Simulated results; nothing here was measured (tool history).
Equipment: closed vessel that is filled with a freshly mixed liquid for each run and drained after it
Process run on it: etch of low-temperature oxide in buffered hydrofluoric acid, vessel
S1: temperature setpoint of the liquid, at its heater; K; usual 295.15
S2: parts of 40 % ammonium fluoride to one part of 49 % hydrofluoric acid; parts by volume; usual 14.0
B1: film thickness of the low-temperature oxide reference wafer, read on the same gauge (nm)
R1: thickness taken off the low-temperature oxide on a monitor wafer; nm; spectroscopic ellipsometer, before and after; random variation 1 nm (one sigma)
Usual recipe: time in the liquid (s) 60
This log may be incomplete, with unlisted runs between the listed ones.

run 1 hour=0.0 | S1=295.15 S2=14.0 time_in_the_liquid_(s)=60 | B1=140.02 | R1=103.56
-- hour=1.6 gauge calibrated
run 2 hour=45.0 | S1=295.15 S2=14.0 time_in_the_liquid_(s)=60 | B1=140.01 | R1=104.33
-- hour=103.4 thermometer replaced
run 3 hour=106.3 | S1=295.15 S2=14.0 time_in_the_liquid_(s)=60 | B1=139.98 | R1=102.17
run 4 hour=183.4 | S1=295.15 S2=14.0 time_in_the_liquid_(s)=60 | B1=139.98 | R1=101.97
run 5 hour=244.8 | S1=295.15 S2=14.0 time_in_the_liquid_(s)=60 | B1=140.00 | R1=102.80
run 6 hour=284.2 | S1=295.15 S2=14.0 time_in_the_liquid_(s)=60 | B1=140.01 | R1=103.02
run 7 hour=353.7 | S1=295.15 S2=14.0 time_in_the_liquid_(s)=50 | B1=140.00 | R1=86.59
run 8 hour=515.3 | S1=295.15 S2=12.5 time_in_the_liquid_(s)=60 | B1=140.02 | R1=114.79
run 9 hour=609.3 | S1=296.65 S2=18.0 time_in_the_liquid_(s)=90 | B1=140.03 | R1=133.32
-- hour=738.9 hydrofluoric acid flow meter replaced
-- hour=818.5 thermometer replaced
run 10 hour=904.7 | S1=296.65 S2=14.0 time_in_the_liquid_(s)=60 | B1=140.05 | R1=111.66
-- hour=967.7 gauge calibrated
run 11 hour=968.2 | S1=298.65 S2=15.5 time_in_the_liquid_(s)=90 | B1=139.99 | R1=166.40
run 12 hour=1057.9 | S1=291.65 S2=14.0 time_in_the_liquid_(s)=60 | B1=139.98 | R1=84.76
run 13 hour=1140.6 | S1=295.15 S2=14.0 time_in_the_liquid_(s)=60 | B1=140.00 | R1=103.69
run 14 hour=1245.9 | S1=290.15 S2=17.0 time_in_the_liquid_(s)=40 | B1=140.02 | R1=42.98

Here are 3 independent what-if runs from the current tool condition. What would each one return?
run A hour=1246.6 | S1=295.15 S2=14.0 time_in_the_liquid_(s)=60 | B1=? | R1=?
run B hour=1246.6 | S1=297.15 S2=16.5 time_in_the_liquid_(s)=30 | B1=? | R1=?
run C hour=1246.6 | S1=296.65 S2=14.0 time_in_the_liquid_(s)=70 | B1=? | R1=?

run=A B1=140.00 R1=101.51
run=B B1=140.00 R1=48.19
run=C B1=140.00 R1=128.58
With no hidden state in the tool, these same runs would have given:
run=A R1=98.74
run=B R1=46.89
run=C R1=125.11
